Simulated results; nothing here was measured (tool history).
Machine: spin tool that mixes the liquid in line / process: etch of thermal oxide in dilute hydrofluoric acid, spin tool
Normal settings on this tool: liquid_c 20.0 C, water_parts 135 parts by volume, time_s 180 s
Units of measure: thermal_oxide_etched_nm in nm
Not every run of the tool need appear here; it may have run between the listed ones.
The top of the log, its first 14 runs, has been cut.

run	day	liquid_c	water_parts	time_s	wafers since the last listed run	hours since the thermometer was replaced	hours since the hydrofluoric acid flow meter was replaced	hours since the gauge calibration	read-back film thickness of the thermal oxide reference wafer, read on the same gauge (nm)	thermal_oxide_etched_nm
15	48.933	20.0	115	180	428	1287.0	981.5	997.0	50.01	6.53
16	52.921	20.0	115	180	683	1382.7	1077.2	1092.7	50.01	6.54
17	56.346	18.5	155	180	586	1464.9	1159.4	1174.9	49.98	4.33
# day 57.975: hydrofluoric acid flow meter replaced
18	60.121	20.0	135	180	639	1555.5	51.5	1265.5	49.94	5.65
19	62.033	17.0	195	210	327	1601.4	97.4	1311.4	50.00	3.82
20	64.933	18.0	155	275	496	1671.0	167.0	1381.0	49.99	6.76
21	67.550	20.0	135	180	448	1733.8	229.8	1443.8	50.02	5.61
# day 68.025: gauge calibrated
22	69.658	17.0	135	180	361	1784.4	280.4	39.2	50.00	4.96
# day 70.896: thermometer replaced
23	73.479	23.5	190	240	647	62.0	372.1	130.9	50.01	5.52
24	75.012	20.0	135	180	262	98.8	408.9	167.7	50.03	5.46
25	77.133	17.0	165	260	363	149.7	459.8	218.6	50.00	5.51
26	80.083	20.0	135	265	505	220.5	530.6	289.4	50.00	7.96
27	82.692	20.0	195	255	446	283.1	593.2	352.0	50.05	5.00
28	86.792	23.5	190	240	702	381.5	691.6	450.4	49.96	5.48
29	90.175	24.0	175	180	579	462.7	772.8	531.6	50.01	4.64

Run 30, settings as shown, results not yet in. Your forecast:
30	93.733	25.0	135	180	609	548.1	858.2	617.0	?	?

For run 30 the tool returned read-back film thickness of the thermal oxide reference wafer, read on the same gauge (nm) 50.00, thermal_oxide_etched_nm 6.51 nm.
With no hidden state in the tool, this same run would have given thermal_oxide_etched_nm 6.63 nm.
